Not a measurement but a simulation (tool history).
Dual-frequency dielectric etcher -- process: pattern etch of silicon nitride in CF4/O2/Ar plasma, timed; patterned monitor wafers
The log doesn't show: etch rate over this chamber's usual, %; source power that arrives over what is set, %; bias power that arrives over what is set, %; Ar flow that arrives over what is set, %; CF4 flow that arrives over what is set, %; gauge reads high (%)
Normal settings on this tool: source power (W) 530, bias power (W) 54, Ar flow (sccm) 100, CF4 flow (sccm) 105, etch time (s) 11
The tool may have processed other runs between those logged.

| run | hour | source power (W) | bias power (W) | Ar flow (sccm) | CF4 flow (sccm) | etch time (s) | wafers since the last listed run | hours since the last wet clean | hours since the last source power generator calibration | hours since the last bias power generator calibration | hours since the last Ar flow controller change | hours since the last CF4 flow controller change | hours since the last upper electrode change | hours since the gauge calibration | read-back reference wafer on the same gauge, depth_nm | mean etch depth across the wafer (angstrom) |
|---|---|---|---|---|---|---|---|---|---|---|---|---|---|---|---|---|
| 1 | 0 | 530 | 54 | 119 | 105 | 11 | 0 | 131.1 | 2075.1 | 2816.2 | 2066.3 | 4879.5 | 4630.1 | 475.3 | 22.2 | 210.6 |
| 2 | 25.2 | 530 | 54 | 119 | 105 | 11 | 426 | 156.3 | 2100.3 | 2841.4 | 2091.5 | 4904.7 | 4655.3 | 500.5 | 22.2 | 210.4 |
|  | 44.3 | CF4 flow controller replaced |
| 3 | 44.8 | 530 | 54 | 119 | 105 | 11 | 230 | 175.9 | 2119.9 | 2861 | 2111.1 | 0.5 | 4674.9 | 520.1 | 22.2 | 211.1 |
| 4 | 62.3 | 530 | 54 | 94 | 117 | 11 | 296 | 193.4 | 2137.4 | 2878.5 | 2128.6 | 18 | 4692.4 | 537.6 | 22.22 | 219.9 |
|  | 100 | source power generator calibrated |
| 5 | 100.5 | 530 | 54 | 94 | 117 | 11 | 579 | 231.6 | 0.5 | 2916.7 | 2166.8 | 56.2 | 4730.6 | 575.8 | 22.2 | 213.4 |
| 6 | 108.8 | 530 | 54 | 94 | 117 | 11 | 140 | 239.9 | 8.8 | 2925 | 2175.1 | 64.5 | 4738.9 | 584.1 | 22.21 | 213.4 |
|  | 131.7 | bias power generator calibrated |
| 7 | 136.1 | 440 | 54 | 100 | 105 | 11 | 394 | 267.2 | 36.1 | 4.4 | 2202.4 | 91.8 | 4766.2 | 611.4 | 22.19 | 177.6 |
| 8 | 151.8 | 620 | 54 | 100 | 90 | 11 | 265 | 282.9 | 51.8 | 20.1 | 2218.1 | 107.5 | 4781.9 | 627.1 | 22.18 | 231.2 |
| 9 | 178.4 | 530 | 54 | 100 | 105 | 11 | 450 | 309.5 | 78.4 | 46.7 | 2244.7 | 134.1 | 4808.5 | 653.7 | 22.19 | 208.5 |
| 10 | 202.6 | 530 | 54 | 100 | 122 | 11 | 410 | 333.7 | 102.6 | 70.9 | 2268.9 | 158.3 | 4832.7 | 677.9 | 22.2 | 213 |
| 11 | 226 | 530 | 54 | 84 | 105 | 11 | 396 | 357.1 | 126 | 94.3 | 2292.3 | 181.7 | 4856.1 | 701.3 | 22.21 | 213.7 |
| 12 | 243 | 530 | 64 | 100 | 82 | 13.5 | 288 | 374.1 | 143 | 111.3 | 2309.3 | 198.7 | 4873.1 | 718.3 | 22.2 | 261 |
|  | 270.1 | upper electrode replaced |
| 13 | 281.2 | 530 | 41 | 100 | 105 | 11 | 240 | 412.3 | 181.2 | 149.5 | 2347.5 | 236.9 | 11.1 | 756.5 | 22.17 | 191.9 |
|  | 288.4 | gauge calibrated |
|  | 316.4 | wet clean of the chamber |
| 14 | 316.9 | 530 | 54 | 100 | 105 | 11 | 198 | 0.5 | 216.9 | 185.2 | 2383.2 | 272.6 | 46.8 | 28.5 | 22.2 | 208.1 |
|  | 328.2 | Ar flow controller replaced |
| 15 | 338.3 | 530 | 46 | 100 | 105 | 9 | 260 | 21.9 | 238.3 | 206.6 | 10.1 | 294 | 68.2 | 49.9 | 22.19 | 162 |
| 16 | 357.2 | 530 | 54 | 100 | 114 | 14 | 320 | 40.8 | 257.2 | 225.5 | 29 | 312.9 | 87.1 | 68.8 | 22.2 | 267.2 |
| 17 | 376.1 | 530 | 54 | 100 | 105 | 11 | 320 | 59.7 | 276.1 | 244.4 | 47.9 | 331.8 | 106 | 87.7 | 22.2 | 207.8 |
| 18 | 392.7 | 430 | 54 | 100 | 105 | 11 | 281 | 76.3 | 292.7 | 261 | 64.5 | 348.4 | 122.6 | 104.3 | 22.19 | 175.6 |
| 19 | 417.6 | 460 | 54 | 100 | 105 | 8.5 | 421 | 101.2 | 317.6 | 285.9 | 89.4 | 373.3 | 147.5 | 129.2 | 22.19 | 143.1 |
| 20 | 444.6 | 530 | 54 | 100 | 105 | 11 | 457 | 128.2 | 344.6 | 312.9 | 116.4 | 400.3 | 174.5 | 156.2 | 22.2 | 209.3 |
| 21 | 462.4 | 450 | 48 | 121 | 105 | 9 | 301 | 146 | 362.4 | 330.7 | 134.2 | 418.1 | 192.3 | 174 | 22.21 | 139.7 |

Some steps in mean etch depth across the wafer (angstrom) between neighbouring runs. How much of each would the tool show without its hidden state too (settings, what came in, random variation), and how much is left for the hidden state, with any gauge scatter that isn't in both results?
Run 4 -> 5: source power generator calibrated. mean etch depth across the wafer (angstrom) -6.5: hidden state -7.5, all else +1.
Run 13 -> 14: bias power (W) 41 -> 54, gauge calibrated, wet clean of the chamber. mean etch depth across the wafer (angstrom) +16.2: hidden state -2.2, all else +18.4.
Run 15 -> 16: bias power (W) 46 -> 54, CF4 flow (sccm) 105 -> 114, etch time (s) 9 -> 14. mean etch depth across the wafer (angstrom) +105.2: hidden state +1.1, all else +104.1.
Run 20 -> 21: source power (W) 530 -> 450, bias power (W) 54 -> 48, Ar flow (sccm) 100 -> 121, etch time (s) 11 -> 9. mean etch depth across the wafer (angstrom) -69.6: hidden state -0.9, all else -68.7.

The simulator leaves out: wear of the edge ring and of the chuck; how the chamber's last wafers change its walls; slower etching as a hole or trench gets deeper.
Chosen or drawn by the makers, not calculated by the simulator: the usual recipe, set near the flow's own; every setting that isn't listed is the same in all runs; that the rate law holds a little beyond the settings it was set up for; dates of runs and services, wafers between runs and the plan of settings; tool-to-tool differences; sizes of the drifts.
